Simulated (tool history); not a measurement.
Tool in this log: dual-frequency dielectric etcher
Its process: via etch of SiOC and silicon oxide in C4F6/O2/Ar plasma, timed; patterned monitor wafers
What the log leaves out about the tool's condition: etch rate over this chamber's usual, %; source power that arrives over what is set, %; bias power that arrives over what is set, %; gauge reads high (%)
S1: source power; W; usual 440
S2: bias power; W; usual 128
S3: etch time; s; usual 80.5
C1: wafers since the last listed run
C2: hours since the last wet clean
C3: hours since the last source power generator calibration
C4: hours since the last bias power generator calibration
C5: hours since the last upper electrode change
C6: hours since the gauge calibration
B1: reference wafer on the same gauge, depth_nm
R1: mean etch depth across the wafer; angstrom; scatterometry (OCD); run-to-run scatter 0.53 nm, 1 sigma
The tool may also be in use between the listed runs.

run,day,S1,S2,S3,C1,C2,C3,C4,C5,C6,B1,R1
1,0,360,128,80.5,0,116.8,3687.4,3089.2,1912.3,571.5,72.4,709
2,2.729,440,128,80.5,418,182.3,3752.9,3154.7,1977.8,637,72.2,799
3,3.8,440,128,80.5,164,208,3778.6,3180.4,2003.5,662.7,72.3,801
4,5.767,440,128,80.5,301,255.2,3825.8,3227.6,2050.7,709.9,72,801
# day 5.975: source power generator calibrated
5,9,440,146,80.5,470,332.8,72.6,3305.2,2128.3,787.5,71.8,820
6,11.242,440,128,80.5,343,386.6,126.4,3359,2182.1,841.3,71.6,792
# day 13.338: bias power generator calibrated
7,14.125,440,144,80.5,416,455.8,195.6,18.9,2251.3,910.5,71.4,817
# day 15.871: wet clean of the chamber
8,16.538,440,144,80.5,216,16,253.5,76.8,2309.2,968.4,71.2,802
9,18.208,440,150,80.5,256,56.1,293.6,116.9,2349.3,1008.5,70.9,819
10,20.05,360,128,80.5,282,100.3,337.8,161.1,2393.5,1052.7,70.9,688
11,22.962,440,128,62.5,446,170.2,407.7,231,2463.4,1122.6,70.6,606
12,25.471,530,158,91,384,230.4,467.9,291.2,2523.6,1182.8,70.2,1044
13,29.425,500,128,67,606,325.3,562.8,386.1,2618.5,1277.7,69.7,689
14,30.821,500,143,88,213,358.8,596.3,419.6,2652,1311.2,69.6,931
15,32.133,400,144,61,201,390.3,627.8,451.1,2683.5,1342.7,69.4,566
16,34.321,540,128,88,335,442.8,680.3,503.6,2736,1395.2,69.1,954
# day 36.758: wet clean of the chamber
17,38.746,380,114,67.5,525,47.7,786.5,609.8,2842.2,1501.4,68.5,568
# day 40.071: gauge calibrated
# day 41.008: upper electrode replaced
18,41.029,440,128,80.5,196,102.5,841.3,664.6,0.5,23,73.7,816
19,42.383,380,150,80.5,207,135,873.8,697.1,33,55.5,73.5,762
20,48.583,440,153,80.5,950,283.8,1022.6,845.9,181.8,204.3,73.3,839
21,49.65,440,139,60.5,163,309.4,1048.2,871.5,207.4,229.9,73.4,621
22,51.304,490,117,92,253,349.1,1087.9,911.2,247.1,269.6,73.4,974
23,53.012,390,156,80.5,261,390.1,1128.9,952.2,288.1,310.6,73.4,787
24,54.021,440,128,80.5,154,414.3,1153.1,976.4,312.3,334.8,73.3,812
# day 57.512: wet clean of the chamber
25,57.533,380,128,80.5,385,0.5,1237.4,1060.7,396.6,419.1,73.1,747
26,58.829,530,128,90.5,198,31.6,1268.5,1091.8,427.7,450.2,73.1,1018
27,61.696,440,128,80.5,439,100.4,1337.3,1160.6,496.5,519,73.1,812
28,63.408,440,128,80.5,262,141.5,1378.4,1201.7,537.6,560.1,72.8,808
29,65.912,440,128,73,383,201.6,1438.5,1261.8,597.7,620.2,72.7,726

Predict each of these 5 candidate next runs independently; none follows another, all start after run 29:
A,65.929,440,128,96.5,2,202,1438.9,1262.2,598.1,620.6,?,?
B,65.929,410,109,80.5,2,202,1438.9,1262.2,598.1,620.6,?,?
C,65.929,440,107,80.5,2,202,1438.9,1262.2,598.1,620.6,?,?
D,65.929,400,151,87.5,2,202,1438.9,1262.2,598.1,620.6,?,?
E,65.929,440,108,60.5,2,202,1438.9,1262.2,598.1,620.6,?,?

run,B1,R1
A,72.7,962
B,72.7,743
C,72.7,774
D,72.7,852
E,72.7,583
Without the tool's hidden state the same runs would have given:
run,R1
A,975
B,753
C,784
D,863
E,591
